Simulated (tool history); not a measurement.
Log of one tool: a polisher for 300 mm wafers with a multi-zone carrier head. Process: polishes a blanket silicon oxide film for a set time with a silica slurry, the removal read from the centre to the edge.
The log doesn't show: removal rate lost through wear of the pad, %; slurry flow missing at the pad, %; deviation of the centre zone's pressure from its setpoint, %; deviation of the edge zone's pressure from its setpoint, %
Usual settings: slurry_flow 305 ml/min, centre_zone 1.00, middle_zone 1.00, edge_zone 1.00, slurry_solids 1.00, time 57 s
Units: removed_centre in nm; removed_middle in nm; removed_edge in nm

run   hour  slurry_flow  centre_zone  middle_zone  edge_zone  slurry_solids  time  wafers since the last listed run  wafers polished on this pad  hours since the slurry nozzle was cleaned  hours since the centre zone pressure was calibrated  hours since the edge zone pressure was calibrated  hours since the carrier head's membrane was replaced  incoming thickness of the incoming film, nm  removed_centre  removed_middle  removed_edge
  1    0.0          305         1.00         1.00       1.00           1.00    65                                 0                         1139                                        1.5                                                902.0                                             1170.3                                                  15.3                                        984.0           137.4           145.1         152.2
      12.8  -- worn pad replaced by a new one
  2   37.2          215         1.00         1.00       1.10           1.15    57                               393                          289                                       38.7                                                939.2                                             1207.5                                                  52.5                                        981.3           120.9           129.6         140.1
  3   53.4          245         1.00         1.00       1.11           1.15    57                               192                          481                                       54.9                                                955.4                                             1223.7                                                  68.7                                       1010.9           122.6           132.4         143.4
  4   61.5          305         1.00         1.00       1.00           1.25    38                                96                          577                                       63.0                                                963.5                                             1231.8                                                  76.8                                        999.2            87.1            92.0          94.2
  5   74.6          305         0.90         1.08       1.00           0.75    57                               155                          732                                       76.1                                                976.6                                             1244.9                                                  89.9                                        996.6            96.3           122.2         118.8
  6   83.3          305         1.00         1.04       1.00           1.00    57                               103                          835                                       84.8                                                985.3                                             1253.6                                                  98.6                                        981.1           118.6           128.1         131.7
  7   89.7          305         1.06         1.00       1.00           0.75    57                                75                          911                                       91.2                                                991.7                                             1260.0                                                 105.0                                       1005.6           111.5           115.5         116.7
     106.1  -- worn pad replaced by a new one
  8  106.6          305         1.07         1.00       1.00           1.00    57                               152                            5                                      108.1                                               1008.6                                             1276.9                                                 121.9                                        978.1           126.1           123.0         132.4
  9  117.4          215         1.00         1.00       1.10           1.15    57                               128                          133                                      118.9                                               1019.4                                             1287.7                                                 132.7                                        999.4           117.4           125.2         137.0
     123.7  -- edge zone pressure recalibrated
 10  127.8          305         1.04         1.00       0.90           1.00    57                                99                          233                                      129.3                                               1029.8                                                4.1                                                 143.1                                        990.2           120.2           125.5         123.8
 11  135.7          305         1.00         1.00       0.93           1.30    57                                93                          326                                      137.2                                               1037.7                                               12.0                                                 151.0                                        980.4           128.7           135.7         138.6

The next listed run, before its measurement:
     147.9  -- centre zone pressure recalibrated
 12  148.4          305         1.00         1.07       1.00           1.00    44                               126                          453                                      149.9                                                  0.5                                               24.7                                                 163.7                                        985.0               ?               ?             ?

Run 12 gave removed_centre 98.3 nm, removed_middle 100.7 nm, removed_edge 100.5 nm.
Without the tool's hidden state the same run would have given removed_centre 101.5 nm, removed_middle 103.6 nm, removed_edge 102.6 nm.
